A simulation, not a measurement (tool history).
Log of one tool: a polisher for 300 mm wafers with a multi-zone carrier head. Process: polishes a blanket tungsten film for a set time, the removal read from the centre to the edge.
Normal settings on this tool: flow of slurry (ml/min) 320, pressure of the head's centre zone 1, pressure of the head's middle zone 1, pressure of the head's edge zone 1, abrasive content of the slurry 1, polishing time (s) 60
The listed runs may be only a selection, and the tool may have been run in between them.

| run | hour | flow of slurry (ml/min) | pressure of the head's centre zone | pressure of the head's middle zone | pressure of the head's edge zone | abrasive content of the slurry | polishing time (s) | wafers since the last listed run | wafers polished on this pad | hours since the slurry nozzle was cleaned | hours since the centre zone pressure was calibrated | hours since the edge zone pressure was calibrated | hours since the carrier head's membrane was replaced | incoming thickness of the incoming film, nm | film removed at the wafer's centre (nm) | film removed at mid-radius (nm) | film removed at the wafer's edge (nm) |
|---|---|---|---|---|---|---|---|---|---|---|---|---|---|---|---|---|---|
| 1 | 0 | 320 | 1 | 1 | 1 | 1 | 53 | 0 | 3486 | 282.3 | 958.9 | 531.3 | 1249.8 | 1527.8 | 383.4 | 392.1 | 394.6 |
|  | 14.7 | worn pad replaced by a new one, repeated, since the last time left the tool worse |
| 2 | 80.2 | 320 | 1 | 1 | 1 | 1 | 53 | 511 | 439 | 362.5 | 1039.1 | 611.5 | 1330 | 1530.6 | 449.7 | 462.7 | 468.6 |
| 3 | 181.9 | 320 | 1 | 1 | 1 | 1 | 53 | 682 | 1122 | 464.2 | 1140.8 | 713.2 | 1431.7 | 1516.3 | 449.3 | 453.9 | 457.4 |
| 4 | 235.2 | 385 | 1.06 | 1 | 0.94 | 0.8 | 60 | 357 | 1479 | 517.5 | 1194.1 | 766.5 | 1485 | 1525.1 | 491.6 | 471.4 | 478.7 |
| 5 | 286.8 | 320 | 1 | 1 | 1 | 1 | 60 | 346 | 1826 | 569.1 | 1245.7 | 818.1 | 1536.6 | 1520 | 493.1 | 500.8 | 516.2 |
|  | 301.9 | edge zone pressure recalibrated |
|  | 341 | carrier head's membrane replaced by a new one |
|  | 365.2 | slurry nozzle cleaned |
| 6 | 375.5 | 320 | 1 | 0.95 | 1 | 1 | 60 | 541 | 2367 | 10.3 | 1334.4 | 73.6 | 34.5 | 1517.7 | 489.1 | 476 | 507.4 |
| 7 | 453.3 | 255 | 1 | 1 | 1 | 1 | 80 | 522 | 2889 | 88.1 | 1412.2 | 151.4 | 112.3 | 1505.2 | 635.2 | 645 | 652.2 |
|  | 470.2 | worn pad replaced by a new one |
| 8 | 558.7 | 320 | 1 | 1 | 1 | 1 | 60 | 680 | 593 | 193.5 | 1517.6 | 256.8 | 217.7 | 1528.4 | 510.1 | 516.2 | 531.1 |
| 9 | 599.5 | 320 | 1 | 1 | 1.1 | 1 | 60 | 273 | 867 | 234.3 | 1558.4 | 297.6 | 258.5 | 1526.5 | 513.2 | 518.8 | 552.4 |
| 10 | 665.3 | 320 | 1 | 1 | 1 | 1 | 53 | 441 | 1309 | 300.1 | 1624.2 | 363.4 | 324.3 | 1509.8 | 458.6 | 450.2 | 462.3 |
|  | 670.2 | centre zone pressure recalibrated |
| 11 | 727.7 | 320 | 1 | 1 | 1 | 1 | 60 | 405 | 1714 | 362.5 | 57.5 | 425.8 | 386.7 | 1531.4 | 508.7 | 520.9 | 515.8 |
| 12 | 789 | 320 | 1.06 | 1 | 1.09 | 1 | 60 | 411 | 2125 | 423.8 | 118.8 | 487.1 | 448 | 1532.3 | 520.1 | 498.8 | 531.6 |
|  | 878.7 | worn pad replaced by a new one |
| 13 | 893.3 | 320 | 0.93 | 1 | 1 | 1.3 | 60 | 673 | 97 | 528.1 | 223.1 | 591.4 | 552.3 | 1536.6 | 526.7 | 566.9 | 575.4 |
| 14 | 952.7 | 235 | 1.08 | 1 | 1.03 | 1 | 77 | 398 | 496 | 587.5 | 282.5 | 650.8 | 611.7 | 1526.5 | 685.8 | 640 | 672.8 |
| 15 | 1006.5 | 270 | 1 | 1 | 1.03 | 1 | 68 | 361 | 857 | 641.3 | 336.3 | 704.6 | 665.5 | 1554.6 | 563.9 | 581 | 587.3 |
|  | 1036.4 | edge zone pressure recalibrated |
| 16 | 1069.9 | 320 | 1 | 1.06 | 1 | 1 | 70 | 412 | 1269 | 704.7 | 399.7 | 33.5 | 728.9 | 1533.9 | 594.6 | 631.4 | 602.1 |
| 17 | 1115.5 | 320 | 1 | 1 | 1 | 1 | 60 | 306 | 1575 | 750.3 | 445.3 | 79.1 | 774.5 | 1549.7 | 504.8 | 510.7 | 517.4 |
| 18 | 1162.3 | 415 | 1 | 1 | 0.95 | 1.15 | 46 | 314 | 1889 | 797.1 | 492.1 | 125.9 | 821.3 | 1516 | 406.8 | 408 | 412.6 |
|  | 1189.8 | slurry nozzle cleaned |
| 19 | 1233.6 | 320 | 1 | 1 | 1 | 1 | 60 | 471 | 2361 | 43.8 | 563.4 | 197.2 | 892.6 | 1543.3 | 499.7 | 500.2 | 513.3 |
| 20 | 1290.4 | 320 | 1 | 1 | 1 | 0.75 | 60 | 381 | 2742 | 100.6 | 620.2 | 254 | 949.4 | 1540.4 | 448.3 | 451.4 | 459.8 |

Below are 5 alternative next runs, each starting from the tool's condition after run 20. Predict each:
| A | 1290.8 | 320 | 1 | 1 | 1 | 1 | 60 | 2 | 2745 | 101 | 620.6 | 254.4 | 949.8 | 1528.3 | ? | ? | ? |
| B | 1290.8 | 375 | 0.91 | 1 | 1 | 0.8 | 60 | 2 | 2745 | 101 | 620.6 | 254.4 | 949.8 | 1528.3 | ? | ? | ? |
| C | 1290.8 | 320 | 1 | 1.03 | 1 | 0.75 | 60 | 2 | 2745 | 101 | 620.6 | 254.4 | 949.8 | 1528.3 | ? | ? | ? |
| D | 1290.8 | 320 | 1.06 | 1 | 0.96 | 1.1 | 60 | 2 | 2745 | 101 | 620.6 | 254.4 | 949.8 | 1528.3 | ? | ? | ? |
| E | 1290.8 | 320 | 1 | 1 | 1.08 | 1 | 60 | 2 | 2745 | 101 | 620.6 | 254.4 | 949.8 | 1528.3 | ? | ? | ? |

| run | film removed at the wafer's centre (nm) | film removed at mid-radius (nm) | film removed at the wafer's edge (nm) |
|---|---|---|---|
| A | 491.2 | 498.9 | 507.4 |
| B | 426.9 | 467.4 | 473.6 |
| C | 442.4 | 460 | 456.7 |
| D | 532.2 | 515.2 | 517.2 |
| E | 491.2 | 498.9 | 520.9 |
Stripped of hidden state, with their random variation kept, the same runs would have yielded:
| run | film removed at the wafer's centre (nm) | film removed at mid-radius (nm) | film removed at the wafer's edge (nm) |
|---|---|---|---|
| A | 515.7 | 523.8 | 532.7 |
| B | 448.2 | 490.7 | 497.2 |
| C | 464.4 | 483 | 479.5 |
| D | 558.8 | 541 | 543 |
| E | 515.7 | 523.8 | 546.9 |

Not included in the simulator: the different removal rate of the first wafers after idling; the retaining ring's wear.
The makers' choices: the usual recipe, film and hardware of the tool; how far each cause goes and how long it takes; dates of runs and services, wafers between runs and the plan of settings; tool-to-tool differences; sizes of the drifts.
